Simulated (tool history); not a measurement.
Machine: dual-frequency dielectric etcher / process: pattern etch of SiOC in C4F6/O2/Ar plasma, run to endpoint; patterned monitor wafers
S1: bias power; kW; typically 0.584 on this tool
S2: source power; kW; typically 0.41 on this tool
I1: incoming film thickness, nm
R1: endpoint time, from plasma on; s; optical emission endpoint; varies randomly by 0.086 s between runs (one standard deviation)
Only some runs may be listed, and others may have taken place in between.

run	day	S1	S2	I1	R1
1	0	0.693	0.41	40.6	12.2
2	2.746	0.693	0.41	40.87	12
3	4.575	0.693	0.41	41.18	12.2
4	7.521	0.584	0.41	40.79	12.9
5	10.383	0.584	0.41	40.93	12.9
# day 15.758: wet clean of the chamber
6	23.371	0.584	0.41	40.75	13.3
7	28.375	0.525	0.41	40.61	13.8
8	32.512	0.623	0.46	40.91	12.2
9	36.712	0.655	0.41	40.59	12.1
# day 39.388: wet clean of the chamber
10	40.279	0.584	0.41	40.88	13.3
11	41.938	0.584	0.41	40.62	13.3
12	44.379	0.584	0.48	41.17	12.6
13	48.4	0.439	0.36	41.13	16.1
# day 50.712: upper electrode replaced
14	51.804	0.584	0.46	40.78	12.4
# day 53.154: source power generator calibrated
15	54.033	0.547	0.38	41	14
# day 55.033: bias power generator calibrated
16	55.688	0.693	0.41	40.93	11.9
17	58.483	0.584	0.41	40.77	12.7
# day 61.079: wet clean of the chamber
18	61.104	0.497	0.41	40.37	14.4
19	65.288	0.621	0.45	40.62	12.4
20	69.129	0.584	0.41	41.34	13.5
21	72.046	0.584	0.41	40.46	13.1
22	74.842	0.48	0.35	40.81	15.4
23	78.196	0.488	0.33	40.54	15.2

Each row is a separate what-if for the run after 23, all from the same tool condition, not one after another. Results?
A	78.212	0.532	0.41	40.83	?
B	78.212	0.475	0.41	40.83	?
C	78.212	0.531	0.32	40.83	?

run	R1
A	13.6
B	14.4
C	15
Without the tool's unlogged condition, the same runs would have read:
run	R1
A	14.2
B	15
C	15.7
